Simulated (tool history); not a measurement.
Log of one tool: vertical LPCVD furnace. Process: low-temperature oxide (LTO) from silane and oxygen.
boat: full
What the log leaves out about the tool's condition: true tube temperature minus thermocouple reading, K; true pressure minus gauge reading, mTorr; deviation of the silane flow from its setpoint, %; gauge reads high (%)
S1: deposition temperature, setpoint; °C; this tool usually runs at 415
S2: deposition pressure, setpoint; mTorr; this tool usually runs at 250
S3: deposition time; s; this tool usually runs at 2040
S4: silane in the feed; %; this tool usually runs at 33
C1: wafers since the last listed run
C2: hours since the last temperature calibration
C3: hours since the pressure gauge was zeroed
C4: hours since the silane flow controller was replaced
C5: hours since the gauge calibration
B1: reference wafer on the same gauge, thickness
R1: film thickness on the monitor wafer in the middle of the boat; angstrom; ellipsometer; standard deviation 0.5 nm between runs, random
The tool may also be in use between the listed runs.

run	hour	S1	S2	S3	S4	C1	C2	C3	C4	C5	B1	R1
1	0.0	415	250	2040	33	0	2283.7	3824.2	3049.6	227.3	382.99	3451.6
2	21.6	415	250	2040	33	230	2305.3	3845.8	3071.2	248.9	382.92	3456.1
3	38.1	415	250	2040	33	176	2321.8	3862.3	3087.7	265.4	383.02	3463.8
4	45.8	415	250	2040	33	82	2329.5	3870.0	3095.4	273.1	382.97	3457.2
5	61.6	418	250	2040	33	168	2345.3	3885.8	3111.2	288.9	383.05	3576.9
6	82.6	418	250	2040	33	224	2366.3	3906.8	3132.2	309.9	382.92	3572.9
7	92.3	418	250	2040	33	103	2376.0	3916.5	3141.9	319.6	383.05	3585.5
8	113.8	407	250	2040	33	229	2397.5	3938.0	3163.4	341.1	382.90	3167.8
9	122.7	407	250	2040	33	94	2406.4	3946.9	3172.3	350.0	383.00	3179.1
# hour 155.7: thermocouples replaced and temperature profile calibrated
10	156.2	407	250	2040	33	101	0.5	3980.4	3205.8	383.5	382.98	3046.4
11	161.4	415	250	2040	33	55	5.7	3985.6	3211.0	388.7	382.97	3329.1
12	166.6	415	250	2040	33	55	10.9	3990.8	3216.2	393.9	382.89	3343.1
13	180.6	415	250	2040	33	149	24.9	4004.8	3230.2	407.9	383.03	3333.2
# hour 217.6: silane flow controller replaced
14	218.1	415	250	2040	33	144	62.4	4042.3	0.5	445.4	383.01	3338.3
15	223.3	410	250	2580	33	55	67.6	4047.5	5.7	450.6	382.85	3997.3
# hour 229.8: gauge calibrated
# hour 250.6: pressure gauge zeroed
16	278.1	415	250	2040	33	328	122.4	27.5	60.5	48.3	382.91	3336.3
17	297.3	403	250	2040	39	204	141.6	46.7	79.7	67.5	382.95	3623.0
18	306.5	415	225	2490	33	98	150.8	55.9	88.9	76.7	382.97	3678.8
19	320.8	419	250	2040	33	152	165.1	70.2	103.2	91.0	383.09	3484.9
20	333.4	408	215	2820	27	134	177.7	82.8	115.8	103.6	382.99	2755.3
21	351.8	415	250	2040	33	196	196.1	101.2	134.2	122.0	382.99	3345.2
22	367.7	415	250	2040	33	169	212.0	117.1	150.1	137.9	382.81	3354.4
23	387.6	415	280	1440	29	212	231.9	137.0	170.0	157.8	382.86	2210.0
24	399.0	415	250	2040	38	121	243.3	148.4	181.4	169.2	383.09	4006.6
25	410.9	407	310	2280	33	126	255.2	160.3	193.3	181.1	382.99	4253.2
26	431.7	415	250	2040	33	221	276.0	181.1	214.1	201.9	382.98	3344.6
27	440.8	415	250	1320	33	97	285.1	190.2	223.2	211.0	382.99	2162.2

For each run, what was the tool's unlogged condition?
true pressure minus gauge reading, mTorr: 0 across all the runs
deviation of the silane flow from its setpoint, %: 0 across all the runs
gauge reads high (%): 0 across all the runs
H1: true tube temperature minus thermocouple reading, K
run	H1
1	3.53
2	3.56
3	3.59
4	3.6
5	3.62
6	3.65
7	3.67
8	3.7
9	3.71
10	0.0931
11	0.101
12	0.109
13	0.129
14	0.185
15	0.193
16	0.274
17	0.303
18	0.316
19	0.338
20	0.356
21	0.384
22	0.407
23	0.437
24	0.454
25	0.471
26	0.502
27	0.516
